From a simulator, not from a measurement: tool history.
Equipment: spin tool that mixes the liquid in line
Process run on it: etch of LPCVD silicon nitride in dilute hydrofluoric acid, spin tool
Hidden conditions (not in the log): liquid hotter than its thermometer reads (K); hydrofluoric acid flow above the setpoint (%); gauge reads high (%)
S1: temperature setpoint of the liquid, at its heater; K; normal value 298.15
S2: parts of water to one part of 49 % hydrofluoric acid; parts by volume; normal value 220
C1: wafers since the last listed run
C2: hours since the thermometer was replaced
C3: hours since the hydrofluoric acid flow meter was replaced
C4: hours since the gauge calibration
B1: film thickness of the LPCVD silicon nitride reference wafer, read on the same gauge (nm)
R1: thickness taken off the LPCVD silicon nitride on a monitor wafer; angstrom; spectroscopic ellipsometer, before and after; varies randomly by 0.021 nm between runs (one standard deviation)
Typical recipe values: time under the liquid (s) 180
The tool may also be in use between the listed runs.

run 1 day=0 | S1=298.15 S2=220 time_under_the_liquid_(s)=250 | C1=0 C2=777.7 C3=739.1 C4=992.8 | B1=90.001 | R1=6.19
run 2 day=2.725 | S1=298.15 S2=220 time_under_the_liquid_(s)=250 | C1=471 C2=843.1 C3=804.5 C4=1058.2 | B1=89.926 | R1=5.67
-- day=4.725 gauge calibrated
run 3 day=6.592 | S1=298.15 S2=220 time_under_the_liquid_(s)=180 | C1=668 C2=935.9 C3=897.3 C4=44.8 | B1=89.983 | R1=4.13
run 4 day=11.071 | S1=298.15 S2=220 time_under_the_liquid_(s)=180 | C1=774 C2=1043.4 C3=1004.8 C4=152.3 | B1=90.028 | R1=4.02
run 5 day=14.95 | S1=297.15 S2=220 time_under_the_liquid_(s)=180 | C1=670 C2=1136.5 C3=1097.9 C4=245.4 | B1=90.056 | R1=3.96
run 6 day=18.225 | S1=298.15 S2=220 time_under_the_liquid_(s)=180 | C1=566 C2=1215.1 C3=1176.5 C4=324 | B1=89.99 | R1=4.13
run 7 day=20.892 | S1=298.15 S2=220 time_under_the_liquid_(s)=180 | C1=460 C2=1279.1 C3=1240.5 C4=388 | B1=89.983 | R1=4.24
run 8 day=23.579 | S1=298.15 S2=220 time_under_the_liquid_(s)=180 | C1=464 C2=1343.6 C3=1305 C4=452.5 | B1=89.961 | R1=3.95
run 9 day=25.492 | S1=298.15 S2=220 time_under_the_liquid_(s)=235 | C1=330 C2=1389.5 C3=1350.9 C4=498.4 | B1=90.009 | R1=5.38
run 10 day=31.712 | S1=298.15 S2=220 time_under_the_liquid_(s)=235 | C1=1075 C2=1538.8 C3=1500.2 C4=647.7 | B1=90.026 | R1=5.19
-- day=33.588 hydrofluoric acid flow meter replaced
run 11 day=35.4 | S1=298.15 S2=220 time_under_the_liquid_(s)=235 | C1=630 C2=1627.3 C3=43.5 C4=736.2 | B1=89.968 | R1=6.08
run 12 day=36.95 | S1=296.65 S2=220 time_under_the_liquid_(s)=90 | C1=267 C2=1664.5 C3=80.7 C4=773.4 | B1=89.989 | R1=1.85
run 13 day=39.675 | S1=296.65 S2=220 time_under_the_liquid_(s)=90 | C1=471 C2=1729.9 C3=146.1 C4=838.8 | B1=90.055 | R1=1.89
run 14 day=43.392 | S1=298.15 S2=330 time_under_the_liquid_(s)=285 | C1=642 C2=1819.1 C3=235.3 C4=928 | B1=89.932 | R1=4.57
run 15 day=45.196 | S1=298.15 S2=220 time_under_the_liquid_(s)=180 | C1=311 C2=1862.4 C3=278.6 C4=971.3 | B1=90.018 | R1=4.32
-- day=46.812 thermometer replaced
-- day=47.554 gauge calibrated
run 16 day=49.304 | S1=294.15 S2=155 time_under_the_liquid_(s)=180 | C1=703 C2=59.8 C3=377.2 C4=42 | B1=90.054 | R1=4.58
run 17 day=53.483 | S1=300.15 S2=310 time_under_the_liquid_(s)=180 | C1=722 C2=160.1 C3=477.5 C4=142.3 | B1=90.031 | R1=3.54
run 18 day=56.446 | S1=298.15 S2=220 time_under_the_liquid_(s)=180 | C1=512 C2=231.2 C3=548.6 C4=213.4 | B1=90.027 | R1=4.34
run 19 day=58.017 | S1=300.65 S2=255 time_under_the_liquid_(s)=230 | C1=271 C2=268.9 C3=586.3 C4=251.1 | B1=90.011 | R1=5.91
run 20 day=60.825 | S1=298.15 S2=220 time_under_the_liquid_(s)=180 | C1=485 C2=336.3 C3=653.7 C4=318.5 | B1=89.97 | R1=3.76
run 21 day=64.946 | S1=295.65 S2=250 time_under_the_liquid_(s)=180 | C1=712 C2=435.2 C3=752.6 C4=417.4 | B1=89.991 | R1=3.53
run 22 day=67.062 | S1=298.15 S2=320 time_under_the_liquid_(s)=115 | C1=365 C2=486 C3=803.4 C4=468.2 | B1=90.011 | R1=1.84
run 23 day=70.242 | S1=293.15 S2=310 time_under_the_liquid_(s)=270 | C1=549 C2=562.3 C3=879.7 C4=544.5 | B1=90.022 | R1=3.36

5 options for the next run, each taken on its own from the tool as it stands now. Forecast them:
run A day=70.262 | S1=298.15 S2=190 time_under_the_liquid_(s)=180 | C1=3 C2=562.8 C3=880.2 C4=545 | B1=? | R1=?
run B day=70.262 | S1=298.15 S2=250 time_under_the_liquid_(s)=180 | C1=3 C2=562.8 C3=880.2 C4=545 | B1=? | R1=?
run C day=70.262 | S1=298.15 S2=330 time_under_the_liquid_(s)=180 | C1=3 C2=562.8 C3=880.2 C4=545 | B1=? | R1=?
run D day=70.262 | S1=298.15 S2=160 time_under_the_liquid_(s)=180 | C1=3 C2=562.8 C3=880.2 C4=545 | B1=? | R1=?
run E day=70.262 | S1=298.15 S2=325 time_under_the_liquid_(s)=260 | C1=3 C2=562.8 C3=880.2 C4=545 | B1=? | R1=?

run=A B1=89.981 R1=5.1
run=B B1=89.981 R1=3.88
run=C B1=89.981 R1=2.94
run=D B1=89.981 R1=6.05
run=E B1=89.981 R1=4.31
Stripped of hidden state, with their random variation kept, the same runs would have yielded:
run=A R1=5.1
run=B R1=3.88
run=C R1=2.94
run=D R1=6.05
run=E R1=4.31
